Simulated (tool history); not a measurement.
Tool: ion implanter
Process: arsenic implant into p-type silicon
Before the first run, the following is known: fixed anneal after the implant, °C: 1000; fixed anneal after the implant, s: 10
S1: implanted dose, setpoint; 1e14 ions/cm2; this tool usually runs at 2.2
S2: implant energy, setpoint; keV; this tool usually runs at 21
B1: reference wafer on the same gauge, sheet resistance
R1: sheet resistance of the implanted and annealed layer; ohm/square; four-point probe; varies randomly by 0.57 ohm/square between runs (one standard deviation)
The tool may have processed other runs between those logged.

run,day,S1,S2,B1,R1
1,0,2.2,21,414.14,376.39
2,0.333,2.2,21,413.84,375.84
3,1.017,2.2,21,414.12,378.64
4,1.671,2.2,21,414.02,378.32
5,2.346,2.2,21,414.02,378.52
6,2.942,2.52,21,414.15,342.3
7,3.675,2.52,21,414.02,343.3
8,4.283,2.2,21,414.11,378.96
9,4.838,1.79,21,414.05,441.88
# day 5.996: extraction supply calibrated
10,6.042,2.2,21,414.17,379.53
11,6.408,1.68,18.5,413.99,472.6
12,6.958,2.82,26.5,413.88,306.35
# day 7.462: gauge calibrated
13,7.662,2.2,21,414.05,380.63
14,8.279,2.2,28,414.06,363.77
# day 9.033: Faraday cup replaced and dose calibrated
15,9.054,2.61,24.5,414.14,313.65
16,9.179,2.7,27.5,414.18,301.14
17,9.625,2.84,27,414.02,290.27
18,10.275,2,14.5,413.92,410.7
19,12.512,2.2,21,413.76,363.77
20,12.821,1.87,14.5,413.99,431.28

Alternative continuations, all from the tool just after run 20; predict every row:
A,12.838,2.2,21,?,?
B,12.838,1.77,24.5,?,?
C,12.838,1.58,23,?,?
D,12.838,2.76,24,?,?
E,12.838,1.56,18,?,?

run,B1,R1
A,414.02,363.15
B,414.02,416.28
C,414.02,456.47
D,414.02,301.27
E,414.02,478.32
With the hidden condition removed and each run's random variation left untouched, the same runs would have given:
run,R1
A,365.11
B,418.49
C,458.88
D,302.91
E,480.88
